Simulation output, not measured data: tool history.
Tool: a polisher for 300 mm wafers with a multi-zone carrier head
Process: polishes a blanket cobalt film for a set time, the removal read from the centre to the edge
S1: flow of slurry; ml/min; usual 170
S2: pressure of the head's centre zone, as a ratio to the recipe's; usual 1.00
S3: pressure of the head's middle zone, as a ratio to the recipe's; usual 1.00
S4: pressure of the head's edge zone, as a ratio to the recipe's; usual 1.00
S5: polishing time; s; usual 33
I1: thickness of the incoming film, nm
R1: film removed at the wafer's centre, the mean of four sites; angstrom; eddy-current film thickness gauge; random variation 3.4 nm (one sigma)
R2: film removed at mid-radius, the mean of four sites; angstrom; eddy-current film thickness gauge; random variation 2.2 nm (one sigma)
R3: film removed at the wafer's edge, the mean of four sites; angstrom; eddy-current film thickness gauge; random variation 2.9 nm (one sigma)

run 1 hour=0.0 | S1=170 S2=1.00 S3=1.00 S4=0.96 S5=33 | I1=1066.7 | R1=2209 R2=2215 R3=2202
run 2 hour=50.3 | S1=190 S2=1.00 S3=1.00 S4=1.00 S5=33 | I1=1084.2 | R1=2212 R2=2220 R3=2158
-- hour=92.2 worn pad replaced by a new one
run 3 hour=113.6 | S1=170 S2=1.00 S3=1.00 S4=1.00 S5=33 | I1=1066.6 | R1=2221 R2=2194 R3=2149
-- hour=173.6 slurry nozzle cleaned
run 4 hour=177.8 | S1=170 S2=1.00 S3=1.02 S4=1.00 S5=33 | I1=1089.9 | R1=2205 R2=2177 R3=2183
run 5 hour=221.5 | S1=170 S2=1.00 S3=1.02 S4=1.00 S5=33 | I1=1111.5 | R1=2129 R2=2187 R3=2133
run 6 hour=254.9 | S1=170 S2=1.00 S3=1.02 S4=1.00 S5=33 | I1=1090.7 | R1=2118 R2=2147 R3=2129
-- hour=299.9 worn pad replaced by a new one
run 7 hour=324.6 | S1=170 S2=0.92 S3=1.00 S4=1.00 S5=33 | I1=1078.4 | R1=1866 R2=2005 R3=2005
run 8 hour=482.5 | S1=170 S2=0.92 S3=1.00 S4=1.00 S5=33 | I1=1089.9 | R1=1775 R2=1934 R3=1925
-- hour=513.0 worn pad replaced by a new one, repeated, since the last time left the tool worse
run 9 hour=551.0 | S1=170 S2=1.00 S3=1.00 S4=1.00 S5=23 | I1=1111.9 | R1=1566 R2=1509 R3=1547
-- hour=582.0 carrier head's membrane replaced by a new one
-- hour=598.8 slurry nozzle cleaned
-- hour=641.4 edge zone pressure recalibrated
run 10 hour=671.4 | S1=170 S2=1.00 S3=1.00 S4=1.00 S5=39 | I1=1086.7 | R1=2520 R2=2581 R3=2545
-- hour=713.3 worn pad replaced by a new one
run 11 hour=729.2 | S1=170 S2=1.00 S3=1.00 S4=1.00 S5=33 | I1=1091.0 | R1=2193 R2=2177 R3=2221
-- hour=741.3 centre zone pressure recalibrated
run 12 hour=789.0 | S1=170 S2=0.92 S3=0.94 S4=1.00 S5=33 | I1=1079.0 | R1=2023 R2=2082 R3=2174
run 13 hour=815.8 | S1=170 S2=1.00 S3=0.90 S4=1.00 S5=33 | I1=1079.0 | R1=2123 R2=2047 R3=2154
run 14 hour=874.1 | S1=170 S2=1.00 S3=1.00 S4=1.00 S5=33 | I1=1085.4 | R1=2180 R2=2113 R3=2069
-- hour=892.9 worn pad replaced by a new one
run 15 hour=900.6 | S1=170 S2=1.00 S3=1.00 S4=1.00 S5=44 | I1=1111.0 | R1=2930 R2=2945 R3=2975
run 16 hour=942.0 | S1=170 S2=1.00 S3=1.00 S4=1.06 S5=33 | I1=1105.3 | R1=2246 R2=2208 R3=2308

3 ways to go on from here, each from the tool as it stands after run 16. What would each give?
run A hour=942.4 | S1=170 S2=1.00 S3=1.00 S4=1.00 S5=33 | I1=1071.2 | R1=? R2=? R3=?
run B hour=942.4 | S1=140 S2=1.00 S3=0.91 S4=1.00 S5=28 | I1=1071.2 | R1=? R2=? R3=?
run C hour=942.4 | S1=110 S2=0.92 S3=1.00 S4=0.90 S5=39 | I1=1071.2 | R1=? R2=? R3=?

run=A R1=2184 R2=2197 R3=2216
run=B R1=1769 R2=1687 R3=1827
run=C R1=2102 R2=2334 R3=2328
Without the tool's hidden state the same runs would have given:
run=A R1=2193 R2=2206 R3=2225
run=B R1=1776 R2=1694 R3=1834
run=C R1=2111 R2=2344 R3=2337

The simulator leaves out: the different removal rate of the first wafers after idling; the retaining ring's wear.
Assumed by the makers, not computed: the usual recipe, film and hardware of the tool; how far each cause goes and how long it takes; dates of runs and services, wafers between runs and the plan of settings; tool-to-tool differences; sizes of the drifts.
